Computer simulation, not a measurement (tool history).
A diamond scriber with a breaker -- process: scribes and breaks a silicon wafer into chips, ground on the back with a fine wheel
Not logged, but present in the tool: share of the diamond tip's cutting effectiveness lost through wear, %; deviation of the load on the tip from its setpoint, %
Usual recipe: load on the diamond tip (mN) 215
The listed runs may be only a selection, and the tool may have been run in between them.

run	day	load on the diamond tip (mN)	wafers since the last listed run	hours since the diamond tip was replaced	hours since the load on the tip was calibrated	incoming depth of the damage left on the back of the incoming wafer, um	depth of the median crack under the scribed line (nm)	chips rejected at inspection after the break (%)
1	0	229	0	283.3	1232.4	2.95	13260	2.35
2	3.562	229	313	368.8	1317.9	2.09	13540	1.91
3	6.962	173	298	450.4	1399.5	2.3	11540	7.83
# day 11.004: diamond tip replaced by a new one
4	11.067	173	353	1.5	1498	2.71	11460	8.65
5	13.467	215	210	59.1	1555.6	2.23	12410	2.9
6	15.721	260	198	113.2	1609.7	1.62	13930	1.72
7	18.792	172	269	186.9	1683.4	1.9	11320	9.12
8	20.642	249	162	231.3	1727.8	2.17	13810	1.86
9	24.842	168	369	332.1	1828.6	1.93	10870	11.79
10	28.883	266	355	429.1	1925.6	2.78	13720	2.22
# day 30.988: diamond tip replaced by a new one
# day 31.596: load on the tip recalibrated
11	32.496	275	302	36.2	21.6	2.66	15400	5.11
12	35.667	215	278	112.3	97.7	2.09	13610	1.71
13	39.892	159	371	213.7	199.1	1.8	11660	7.22
14	42.821	265	257	284	269.4	2.21	14920	4.13
15	47.088	160	375	386.4	371.8	1.61	11410	6.91

4 options for the next run, each taken on its own from the tool as it stands now. Forecast them:
A	47.112	215	2	387	372.4	2.66	?	?
B	47.112	183	2	387	372.4	2.66	?	?
C	47.112	251	2	387	372.4	2.66	?	?
D	47.112	252	2	387	372.4	2.66	?	?

run	depth of the median crack under the scribed line (nm)	chips rejected at inspection after the break (%)
A	13140	1.98
B	12090	3.77
C	14260	2.96
D	14290	3.02
Stripped of hidden state, with their random variation kept, the same runs would have yielded:
run	depth of the median crack under the scribed line (nm)	chips rejected at inspection after the break (%)
A	13230	1.96
B	12180	3.5
C	14370	3.18
D	14400	3.25
